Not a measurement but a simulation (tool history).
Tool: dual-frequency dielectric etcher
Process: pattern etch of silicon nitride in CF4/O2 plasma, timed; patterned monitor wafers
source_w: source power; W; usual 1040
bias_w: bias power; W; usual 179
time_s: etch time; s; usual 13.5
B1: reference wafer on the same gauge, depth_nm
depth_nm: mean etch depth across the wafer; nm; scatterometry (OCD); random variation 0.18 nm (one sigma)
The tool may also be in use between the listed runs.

Run 1, hour 0.0: usual settings but bias_w 201 W; B1 43.6. Result: depth_nm 49.3 nm.
Run 2, hour 16.0: usual settings but time_s 15.0 s; B1 43.5. Result: depth_nm 52.4 nm.
Run 3, hour 51.1: usual settings but time_s 15.0 s; B1 43.6. Result: depth_nm 52.3 nm.
Run 4, hour 61.6: usual settings but source_w 1150 W; B1 43.4. Result: depth_nm 51.1 nm.
Run 5, hour 68.7: usual settings; B1 43.5. Result: depth_nm 47.5 nm.
Run 6, hour 76.0: usual settings; B1 43.5. Result: depth_nm 47.2 nm.
Run 7, hour 92.9: usual settings but time_s 16.0 s; B1 43.5. Result: depth_nm 56.0 nm.
Run 8, hour 104.0: usual settings but source_w 870 W; B1 43.5. Result: depth_nm 41.4 nm.
Run 9, hour 110.7: usual settings but source_w 870 W; B1 43.4. Result: depth_nm 41.5 nm.
Run 10, hour 127.7: usual settings but source_w 870 W; B1 43.6. Result: depth_nm 41.5 nm.
Run 11, hour 142.7: usual settings; B1 43.5. Result: depth_nm 47.3 nm.
Run 12, hour 152.7: usual settings but source_w 960 W; B1 43.5. Result: depth_nm 44.5 nm.
At hour 160.3: bias power generator calibrated.
Run 13, hour 160.8: usual settings but bias_w 145 W; B1 43.5. Result: depth_nm 44.1 nm.
At hour 193.3: upper electrode replaced.
At hour 208.0: wet clean of the chamber.
Run 14, hour 208.5: usual settings; B1 43.5. Result: depth_nm 46.6 nm.
Run 15, hour 208.8: usual settings but bias_w 214 W; B1 43.5. Result: depth_nm 49.8 nm.
Run 16, hour 209.1: usual settings but source_w 1180 W; B1 43.4. Result: depth_nm 51.3 nm.
Run 17, hour 209.5: usual settings but source_w 940 W, bias_w 163 W; B1 43.5. Result: depth_nm 41.7 nm.
Run 18, hour 218.6: usual settings but source_w 1220 W, bias_w 160 W, time_s 17.0 s; B1 43.5. Result: depth_nm 63.6 nm.
Run 19, hour 231.5: usual settings but time_s 9.5 s; B1 43.5. Result: depth_nm 32.7 nm.
At hour 235.5: gauge calibrated.
At hour 245.3: source power generator calibrated.
Run 20, hour 247.9: usual settings but source_w 790 W, bias_w 199 W, time_s 10.0 s; B1 43.4. Result: depth_nm 29.3 nm.
Run 21, hour 260.3: usual settings; B1 43.6. Result: depth_nm 46.5 nm.
Run 22, hour 266.9: usual settings but source_w 1170 W, bias_w 213 W, time_s 9.5 s; B1 43.6. Result: depth_nm 38.4 nm.
Run 23, hour 281.2: usual settings but source_w 810 W, bias_w 137 W, time_s 15.0 s; B1 43.5. Result: depth_nm 39.2 nm.
Run 24, hour 299.4: usual settings; B1 43.4. Result: depth_nm 46.8 nm.
Run 25, hour 307.2: usual settings but source_w 1170 W, time_s 15.0 s; B1 43.5. Result: depth_nm 57.2 nm.
Run 26, hour 318.9: usual settings but source_w 1210 W, time_s 15.5 s; B1 43.6. Result: depth_nm 60.3 nm.
Run 27, hour 364.7: usual settings but source_w 920 W, bias_w 193 W; B1 43.5. Result: depth_nm 43.9 nm.
Run 28, hour 381.4: usual settings but bias_w 141 W, time_s 12.0 s; B1 43.5. Result: depth_nm 38.3 nm.
Run 29, hour 398.4: usual settings but source_w 1250 W, bias_w 216 W, time_s 11.0 s; B1 43.5. Result: depth_nm 47.3 nm.

Forecast each of these 5 alternatives for the next run:
Run A, hour 398.8: usual settings but time_s 15.5 s; B1 ?. Result: depth_nm ?.
Run B, hour 398.8: usual settings but source_w 1120 W, bias_w 201 W, time_s 14.5 s; B1 ?. Result: depth_nm ?.
Run C, hour 398.8: usual settings but source_w 810 W, time_s 16.0 s; B1 ?. Result: depth_nm ?.
Run D, hour 398.8: usual settings but bias_w 205 W, time_s 11.5 s; B1 ?. Result: depth_nm ?.
Run E, hour 398.8: usual settings but source_w 1210 W, bias_w 218 W, time_s 16.0 s; B1 ?. Result: depth_nm ?.

run    B1  depth_nm
  A  43.5      54.3
  B  43.5      56.1
  C  43.5      46.5
  D  43.5      42.4
  E  43.5      67.8
Without the tool's hidden state the same runs would have given:
run  depth_nm
  A      53.7
  B      55.6
  C      46.0
  D      42.0
  E      67.2
